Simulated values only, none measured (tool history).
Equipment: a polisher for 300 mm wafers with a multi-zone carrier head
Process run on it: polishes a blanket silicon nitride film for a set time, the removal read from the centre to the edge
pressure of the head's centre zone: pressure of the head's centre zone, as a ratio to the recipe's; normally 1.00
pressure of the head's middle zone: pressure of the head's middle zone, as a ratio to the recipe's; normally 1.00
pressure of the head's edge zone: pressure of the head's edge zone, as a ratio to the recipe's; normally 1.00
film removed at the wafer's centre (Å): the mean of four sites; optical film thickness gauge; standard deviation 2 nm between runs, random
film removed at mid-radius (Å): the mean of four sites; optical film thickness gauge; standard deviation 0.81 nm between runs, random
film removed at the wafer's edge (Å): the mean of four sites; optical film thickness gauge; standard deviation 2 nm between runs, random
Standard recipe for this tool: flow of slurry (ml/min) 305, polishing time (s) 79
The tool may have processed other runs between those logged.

run,hour,flow of slurry (ml/min),pressure of the head's centre zone,pressure of the head's middle zone,pressure of the head's edge zone,polishing time (s),"incoming thickness of the incoming film, nm",film removed at the wafer's centre (Å),film removed at mid-radius (Å),film removed at the wafer's edge (Å)
1,0.0,305,1.00,0.94,1.00,57,791.3,969,873,953
2,18.0,305,1.00,1.00,1.00,89,793.3,1509,1450,1485
# hour 26.5: worn pad replaced by a new one
3,34.2,305,0.92,1.00,1.00,79,802.9,1200,1294,1314
4,49.3,370,1.00,0.91,0.92,79,779.7,1359,1214,1293
5,65.0,305,1.00,1.00,1.06,79,783.0,1343,1265,1317
6,78.9,305,1.00,1.00,0.96,106,795.1,1757,1710,1762
7,90.3,215,1.09,1.00,1.00,79,803.4,1357,1195,1260
# hour 94.4: slurry nozzle cleaned
# hour 126.3: carrier head's membrane replaced by a new one
8,142.9,305,1.07,0.90,1.10,55,794.5,1027,838,976
# hour 148.7: worn pad replaced by a new one
9,152.0,305,1.00,1.00,1.00,79,786.1,1348,1318,1321
10,158.4,305,1.00,1.03,1.00,105,790.1,1805,1778,1771
11,175.7,210,1.09,1.00,1.00,79,785.5,1399,1249,1298
12,193.4,305,1.04,1.00,0.88,79,786.2,1402,1307,1252
13,208.7,395,1.00,1.12,1.12,105,785.7,1916,1936,1892
14,215.2,305,0.94,1.00,1.00,94,780.2,1511,1553,1581
15,223.7,360,1.00,1.00,1.00,101,789.6,1792,1683,1740
16,233.6,305,1.07,0.90,1.10,55,798.4,980,834,993
17,250.6,305,1.05,1.00,1.00,79,787.2,1430,1306,1317
# hour 256.2: worn pad replaced by a new one
18,265.1,305,1.00,1.04,1.00,79,803.5,1337,1361,1293
19,272.2,305,1.00,0.89,1.00,79,793.0,1400,1190,1337
20,280.7,305,1.00,1.00,1.00,79,780.5,1348,1305,1323
21,292.9,385,1.12,1.00,1.00,92,787.4,1794,1531,1540
22,306.3,305,0.91,1.00,1.00,88,800.3,1350,1457,1533

Run-by-run hidden state of the tool:
removal rate lost through wear of the pad, %: 0 at every run
deviation of the centre zone's pressure from its setpoint, %: 0 at every run
deviation of the edge zone's pressure from its setpoint, %: 0 at every run
H1: slurry flow missing at the pad, %
run,H1
1,17
2,18.6
3,20.1
4,21.6
5,23.1
6,24.6
7,25.8
8,5.21
9,5.32
10,5.4
11,5.68
12,6.04
13,6.4
14,6.57
15,6.81
16,7.11
17,7.67
18,8.2
19,8.47
20,8.82
21,9.34
22,9.96

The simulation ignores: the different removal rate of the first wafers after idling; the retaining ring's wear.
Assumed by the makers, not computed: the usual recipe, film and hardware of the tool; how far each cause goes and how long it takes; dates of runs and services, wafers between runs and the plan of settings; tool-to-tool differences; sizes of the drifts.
